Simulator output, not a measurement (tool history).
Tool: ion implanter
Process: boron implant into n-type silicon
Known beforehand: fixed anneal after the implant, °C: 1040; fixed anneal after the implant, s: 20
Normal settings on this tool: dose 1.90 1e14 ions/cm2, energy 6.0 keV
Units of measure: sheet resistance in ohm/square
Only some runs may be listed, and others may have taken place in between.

| run | hour | dose | energy | wafers since the last listed run | hours since the last dose calibration | hours since the extraction supply was calibrated | hours since the gauge calibration | read-back reference wafer on the same gauge, sheet resistance | sheet resistance |
|---|---|---|---|---|---|---|---|---|---|
| 1 | 0.0 | 1.90 | 6.0 | 0 | 679.8 | 4844.8 | 105.7 | 556.04 | 524.13 |
| 2 | 11.2 | 1.90 | 6.0 | 207 | 691.0 | 4856.0 | 116.9 | 555.97 | 522.28 |
| 3 | 25.4 | 1.90 | 6.0 | 263 | 705.2 | 4870.2 | 131.1 | 556.05 | 524.95 |
| 4 | 36.9 | 1.46 | 7.0 | 213 | 716.7 | 4881.7 | 142.6 | 555.98 | 637.48 |
| 5 | 43.2 | 1.46 | 7.0 | 116 | 723.0 | 4888.0 | 148.9 | 556.07 | 635.73 |
| 6 | 54.3 | 1.90 | 6.5 | 205 | 734.1 | 4899.1 | 160.0 | 555.85 | 517.18 |
| 7 | 60.5 | 1.90 | 6.0 | 114 | 740.3 | 4905.3 | 166.2 | 556.02 | 522.01 |
| 8 | 69.6 | 1.90 | 6.0 | 168 | 749.4 | 4914.4 | 175.3 | 556.22 | 521.50 |
|  | 87.8 | gauge calibrated |
|  | 90.6 | extraction supply calibrated |
|  | 94.7 | Faraday cup replaced and dose calibrated |
| 9 | 95.2 | 2.34 | 6.0 | 250 | 0.5 | 4.6 | 7.4 | 555.83 | 459.18 |
| 10 | 103.2 | 1.53 | 5.0 | 148 | 8.5 | 12.6 | 15.4 | 556.06 | 668.35 |
| 11 | 113.1 | 1.52 | 6.0 | 183 | 18.4 | 22.5 | 25.3 | 555.92 | 657.56 |
| 12 | 127.1 | 1.90 | 6.0 | 259 | 32.4 | 36.5 | 39.3 | 556.12 | 546.14 |
| 13 | 138.7 | 2.22 | 6.0 | 215 | 44.0 | 48.1 | 50.9 | 556.15 | 480.95 |
| 14 | 151.8 | 1.90 | 5.0 | 242 | 57.1 | 61.2 | 64.0 | 555.86 | 556.72 |
| 15 | 162.1 | 1.60 | 7.0 | 190 | 67.4 | 71.5 | 74.3 | 555.89 | 617.66 |
| 16 | 171.5 | 1.90 | 6.0 | 174 | 76.8 | 80.9 | 83.7 | 555.99 | 546.28 |
| 17 | 187.7 | 2.44 | 8.0 | 300 | 93.0 | 97.1 | 99.9 | 555.93 | 428.03 |

Each row is a separate what-if for the run after 17, all from the same tool condition, not one after another. Results?
| A | 188.1 | 1.90 | 6.0 | 7 | 93.4 | 97.5 | 100.3 | ? | ? |
| B | 188.1 | 2.35 | 4.0 | 7 | 93.4 | 97.5 | 100.3 | ? | ? |
| C | 188.1 | 1.65 | 7.5 | 7 | 93.4 | 97.5 | 100.3 | ? | ? |

| run | read-back reference wafer on the same gauge, sheet resistance | sheet resistance |
|---|---|---|
| A | 556.08 | 545.23 |
| B | 556.08 | 476.30 |
| C | 556.08 | 596.23 |
Without the tool's unlogged condition, the same runs would have read:
| run | sheet resistance |
|---|---|
| A | 543.33 |
| B | 474.59 |
| C | 594.17 |
